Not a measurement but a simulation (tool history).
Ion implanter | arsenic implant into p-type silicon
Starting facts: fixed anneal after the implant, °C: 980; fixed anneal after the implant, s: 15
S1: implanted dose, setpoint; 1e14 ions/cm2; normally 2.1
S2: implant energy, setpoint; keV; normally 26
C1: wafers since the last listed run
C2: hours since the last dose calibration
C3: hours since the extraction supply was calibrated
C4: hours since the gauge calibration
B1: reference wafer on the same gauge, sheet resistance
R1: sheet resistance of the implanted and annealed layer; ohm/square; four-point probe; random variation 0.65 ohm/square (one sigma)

| run | day | S1 | S2 | C1 | C2 | C3 | C4 | B1 | R1 |
|---|---|---|---|---|---|---|---|---|---|
| 1 | 0 | 1.82 | 32.5 | 0 | 1231.2 | 5870 | 203 | 364.14 | 426.05 |
| 2 | 0.333 | 1.82 | 32.5 | 118 | 1239.2 | 5878 | 211 | 364.04 | 426.01 |
| 3 | 0.783 | 2.1 | 26 | 160 | 1250 | 5888.8 | 221.8 | 363.88 | 397.98 |
| 4 | 1.254 | 2.1 | 26 | 167 | 1261.3 | 5900.1 | 233.1 | 364.04 | 397.76 |
| 5 | 1.933 | 2.1 | 26 | 241 | 1277.6 | 5916.4 | 249.4 | 364.04 | 396.65 |
| 6 | 2.271 | 2.36 | 32.5 | 120 | 1285.7 | 5924.5 | 257.5 | 364.09 | 352.23 |
| 7 | 2.846 | 2.36 | 32.5 | 204 | 1299.5 | 5938.3 | 271.3 | 363.99 | 352 |
| 8 | 3.562 | 2.1 | 31 | 255 | 1316.7 | 5955.5 | 288.5 | 363.98 | 385.09 |
| 9 | 4.062 | 2.1 | 31 | 178 | 1328.7 | 5967.5 | 300.5 | 363.85 | 385.69 |
|  | 4.158 | gauge calibrated |
| 10 | 4.6 | 2.1 | 31 | 191 | 1341.6 | 5980.4 | 10.6 | 364 | 385 |
| 11 | 4.904 | 1.83 | 26 | 108 | 1348.9 | 5987.7 | 17.9 | 363.94 | 438.23 |
| 12 | 5.608 | 1.83 | 26 | 250 | 1365.8 | 6004.6 | 34.8 | 364.01 | 436.73 |
| 13 | 6.012 | 2.35 | 20.5 | 143 | 1375.5 | 6014.3 | 44.5 | 363.97 | 376.8 |
| 14 | 6.267 | 1.88 | 19 | 90 | 1381.6 | 6020.4 | 50.6 | 363.84 | 449.37 |
| 15 | 6.604 | 2.1 | 31 | 120 | 1389.7 | 6028.5 | 58.7 | 363.93 | 384.35 |
| 16 | 7.05 | 2.1 | 26 | 158 | 1400.4 | 6039.2 | 69.4 | 364.01 | 396.06 |
| 17 | 7.638 | 2.1 | 23 | 209 | 1414.5 | 6053.3 | 83.5 | 363.89 | 402.42 |
|  | 8.358 | Faraday cup replaced and dose calibrated |
| 18 | 8.379 | 2.3 | 33.5 | 145 | 0.5 | 6071.1 | 101.3 | 363.9 | 364.58 |
|  | 9.129 | extraction supply calibrated |
| 19 | 9.558 | 2.36 | 32.5 | 301 | 28.8 | 10.3 | 129.6 | 364.13 | 358.81 |
| 20 | 10.062 | 1.59 | 34 | 179 | 40.9 | 22.4 | 141.7 | 364.01 | 471.32 |
| 21 | 10.312 | 2.28 | 26 | 89 | 46.9 | 28.4 | 147.7 | 364.1 | 381.07 |
| 22 | 10.8 | 1.88 | 19 | 173 | 58.6 | 40.1 | 159.4 | 364 | 460.31 |
| 23 | 12.267 | 2.1 | 30.5 | 522 | 93.8 | 75.3 | 194.6 | 363.93 | 394.87 |
| 24 | 12.65 | 2.59 | 29.5 | 136 | 103 | 84.5 | 203.8 | 364.08 | 340.33 |
| 25 | 13.317 | 2.1 | 28.5 | 237 | 119 | 100.5 | 219.8 | 363.92 | 398.53 |

Forecast each of these 4 alternatives for the next run:
| A | 13.333 | 1.85 | 26 | 5 | 119.4 | 100.9 | 220.2 | ? | ? |
| B | 13.333 | 1.56 | 31 | 5 | 119.4 | 100.9 | 220.2 | ? | ? |
| C | 13.333 | 2.66 | 17 | 5 | 119.4 | 100.9 | 220.2 | ? | ? |
| D | 13.333 | 1.89 | 33.5 | 5 | 119.4 | 100.9 | 220.2 | ? | ? |

| run | B1 | R1 |
|---|---|---|
| A | 364.02 | 442.88 |
| B | 364.02 | 486.28 |
| C | 364.02 | 360.25 |
| D | 364.02 | 418.79 |
Had the tool no hidden state, the same runs would have come out as:
| run | R1 |
|---|---|
| A | 446.75 |
| B | 490.44 |
| C | 363.52 |
| D | 422.41 |

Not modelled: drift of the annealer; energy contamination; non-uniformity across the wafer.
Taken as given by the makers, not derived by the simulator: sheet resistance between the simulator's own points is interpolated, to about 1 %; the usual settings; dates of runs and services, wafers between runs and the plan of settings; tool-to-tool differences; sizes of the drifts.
